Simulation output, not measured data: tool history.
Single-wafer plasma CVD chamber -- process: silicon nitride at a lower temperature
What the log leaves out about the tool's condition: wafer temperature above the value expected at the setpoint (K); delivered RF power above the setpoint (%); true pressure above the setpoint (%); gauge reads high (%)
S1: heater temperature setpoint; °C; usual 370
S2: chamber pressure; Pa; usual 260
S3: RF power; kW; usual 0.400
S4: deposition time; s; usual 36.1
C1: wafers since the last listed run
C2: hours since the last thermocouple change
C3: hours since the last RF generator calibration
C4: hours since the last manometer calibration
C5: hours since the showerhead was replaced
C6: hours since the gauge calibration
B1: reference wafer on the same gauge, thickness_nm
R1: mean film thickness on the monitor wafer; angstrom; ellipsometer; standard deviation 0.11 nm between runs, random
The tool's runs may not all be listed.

run   hour   S1   S2     S3    S4   C1      C2      C3      C4      C5     C6      B1      R1
  1    0.0  370  260  0.400  41.2    0   847.1  1844.3  2032.1  4174.8    6.7  45.115  514.08
  2    9.5  370  260  0.400  41.2  152   856.6  1853.8  2041.6  4184.3   16.2  45.079  516.36
  3   26.5  370  260  0.400  36.1  273   873.6  1870.8  2058.6  4201.3   33.2  45.095  450.44
  4   39.8  370  260  0.400  36.1  214   886.9  1884.1  2071.9  4214.6   46.5  45.064  452.24
  5   55.7  370  260  0.400  36.1  255   902.8  1900.0  2087.8  4230.5   62.4  45.089  448.65
  6   63.0  370  260  0.400  36.1  117   910.1  1907.3  2095.1  4237.8   69.7  45.123  450.30
      85.2  -- capacitance manometer re-zeroed and calibrated
  7   85.7  370  260  0.400  36.1  236   932.8  1930.0     0.5  4260.5   92.4  45.099  450.93
  8   88.9  370  260  0.400  36.1   51   936.0  1933.2     3.7  4263.7   95.6  45.116  450.12
  9   97.9  370  260  0.400  36.1  144   945.0  1942.2    12.7  4272.7  104.6  45.126  451.36
 10  115.6  370  260  0.400  36.1  284   962.7  1959.9    30.4  4290.4  122.3  45.100  448.79
     128.6  -- showerhead replaced
 11  129.1  370  260  0.400  36.1   88   976.2  1973.4    43.9     0.5  135.8  45.110  448.46
 12  138.6  370  260  0.460  30.2  152   985.7  1982.9    53.4    10.0  145.3  45.064  416.80
 13  146.5  370  295  0.350  36.1  127   993.6  1990.8    61.3    17.9  153.2  45.124  412.82
 14  157.6  370  260  0.400  33.3  178  1004.7  2001.9    72.4    29.0  164.3  45.102  413.84
 15  174.4  365  200  0.370  32.2  270  1021.5  2018.7    89.2    45.8  181.1  45.105  357.51
 16  187.3  370  260  0.465  39.1  207  1034.4  2031.6   102.1    58.7  194.0  45.074  544.71
 17  203.0  358  236  0.400  36.1  252  1050.1  2047.3   117.8    74.4  209.7  45.105  441.11
     230.0  -- RF generator calibrated
 18  233.6  370  260  0.400  42.7  363  1080.7     3.6   148.4   105.0  240.3  45.072  561.85
     254.0  -- thermocouple changed; heater temperature recalibrated
 19  254.5  370  285  0.360  42.7  207     0.5    24.5   169.3   125.9  261.2  45.103  526.97

What will run 20 give?
 20  263.7  370  260  0.400  36.1  148  9.7  33.7  178.5  135.1  270.4   ?   ?

{"run 20": {"B1": 45.106, "R1": 475.92}}
Had the tool carried no hidden state, the very same run would have given R1 479.61 angstrom.
